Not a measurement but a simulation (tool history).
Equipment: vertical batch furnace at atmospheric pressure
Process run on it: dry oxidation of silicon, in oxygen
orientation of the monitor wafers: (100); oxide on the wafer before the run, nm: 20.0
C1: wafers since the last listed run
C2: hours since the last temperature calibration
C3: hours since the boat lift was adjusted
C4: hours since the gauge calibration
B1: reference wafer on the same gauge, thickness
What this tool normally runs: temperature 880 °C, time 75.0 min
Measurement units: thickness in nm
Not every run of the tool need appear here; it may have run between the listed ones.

Run 1, day 0.000: usual settings; C1 0; C2 3239.8; C3 3593.4; C4 28.9; B1 27.80. Result: thickness 29.80 nm.
Run 2, day 0.579: usual settings; C1 207; C2 3253.7; C3 3607.3; C4 42.8; B1 27.76. Result: thickness 29.75 nm.
Run 3, day 1.658: usual settings but temperature 863 °C; C1 387; C2 3279.6; C3 3633.2; C4 68.7; B1 27.77. Result: thickness 27.39 nm.
Run 4, day 2.596: usual settings but time 86.5 min; C1 336; C2 3302.1; C3 3655.7; C4 91.2; B1 27.73. Result: thickness 31.23 nm.
Run 5, day 4.058: usual settings but time 86.5 min; C1 524; C2 3337.2; C3 3690.8; C4 126.3; B1 27.72. Result: thickness 31.16 nm.
Run 6, day 4.775: usual settings but time 86.5 min; C1 257; C2 3354.4; C3 3708.0; C4 143.5; B1 27.71. Result: thickness 31.07 nm.
Run 7, day 6.075: usual settings but time 53.0 min; C1 466; C2 3385.6; C3 3739.2; C4 174.7; B1 27.65. Result: thickness 27.02 nm.
At day 7.054: gauge calibrated.
Run 8, day 7.512: usual settings but time 53.0 min; C1 515; C2 3420.1; C3 3773.7; C4 11.0; B1 27.79. Result: thickness 27.10 nm.
At day 9.758: boat lift adjusted.
Run 9, day 9.779: usual settings but time 53.0 min; C1 454; C2 3474.5; C3 0.5; C4 65.4; B1 27.77. Result: thickness 26.97 nm.
Run 10, day 10.004: usual settings; C1 80; C2 3479.9; C3 5.9; C4 70.8; B1 27.76. Result: thickness 29.78 nm.
Run 11, day 10.229: usual settings but temperature 856 °C, time 44.0 min; C1 80; C2 3485.3; C3 11.3; C4 76.2; B1 27.78. Result: thickness 23.97 nm.
Run 12, day 11.250: usual settings but temperature 863 °C, time 49.0 min; C1 366; C2 3509.8; C3 35.8; C4 100.7; B1 27.78. Result: thickness 24.98 nm.
Run 13, day 11.892: usual settings but temperature 889 °C; C1 230; C2 3525.2; C3 51.2; C4 116.1; B1 27.73. Result: thickness 30.98 nm.
At day 13.879: thermocouples replaced and temperature profile calibrated.
Run 14, day 13.900: usual settings but temperature 865 °C, time 38.0 min; C1 361; C2 0.5; C3 99.4; C4 164.3; B1 27.69. Result: thickness 23.89 nm.
Run 15, day 14.621: usual settings but temperature 870 °C, time 60.5 min; C1 258; C2 17.8; C3 116.7; C4 181.6; B1 27.67. Result: thickness 26.77 nm.
Run 16, day 15.625: usual settings but temperature 888 °C; C1 360; C2 41.9; C3 140.8; C4 205.7; B1 27.61. Result: thickness 30.74 nm.
Run 17, day 16.167: usual settings but temperature 897 °C, time 105.5 min; C1 194; C2 54.9; C3 153.8; C4 218.7; B1 27.58. Result: thickness 36.75 nm.
At day 16.633: gauge calibrated.
Run 18, day 16.954: usual settings; C1 282; C2 73.8; C3 172.7; C4 7.7; B1 27.84. Result: thickness 29.87 nm.
Run 19, day 17.592: usual settings but temperature 889 °C, time 95.0 min; C1 228; C2 89.1; C3 188.0; C4 23.0; B1 27.88. Result: thickness 33.95 nm.

Alternative continuations, all from the tool just after run 19; predict every row:
Run A, day 17.821: usual settings but temperature 895 °C; C1 82; C2 94.6; C3 193.5; C4 28.5; B1 ?. Result: thickness ?.
Run B, day 17.821: usual settings but temperature 894 °C, time 53.5 min; C1 82; C2 94.6; C3 193.5; C4 28.5; B1 ?. Result: thickness ?.
Run C, day 17.821: usual settings but temperature 864 °C, time 48.5 min; C1 82; C2 94.6; C3 193.5; C4 28.5; B1 ?. Result: thickness ?.
Run D, day 17.821: usual settings but temperature 888 °C, time 85.0 min; C1 82; C2 94.6; C3 193.5; C4 28.5; B1 ?. Result: thickness ?.
Run E, day 17.821: usual settings but temperature 896 °C, time 97.0 min; C1 82; C2 94.6; C3 193.5; C4 28.5; B1 ?. Result: thickness ?.

run     B1  thickness
  A  27.81      32.16
  B  27.81      28.76
  C  27.81      25.05
  D  27.81      32.33
  E  27.81      35.63
With no hidden state in the tool, these same runs would have given:
run  thickness
  A      32.12
  B      28.72
  C      25.02
  D      32.29
  E      35.58

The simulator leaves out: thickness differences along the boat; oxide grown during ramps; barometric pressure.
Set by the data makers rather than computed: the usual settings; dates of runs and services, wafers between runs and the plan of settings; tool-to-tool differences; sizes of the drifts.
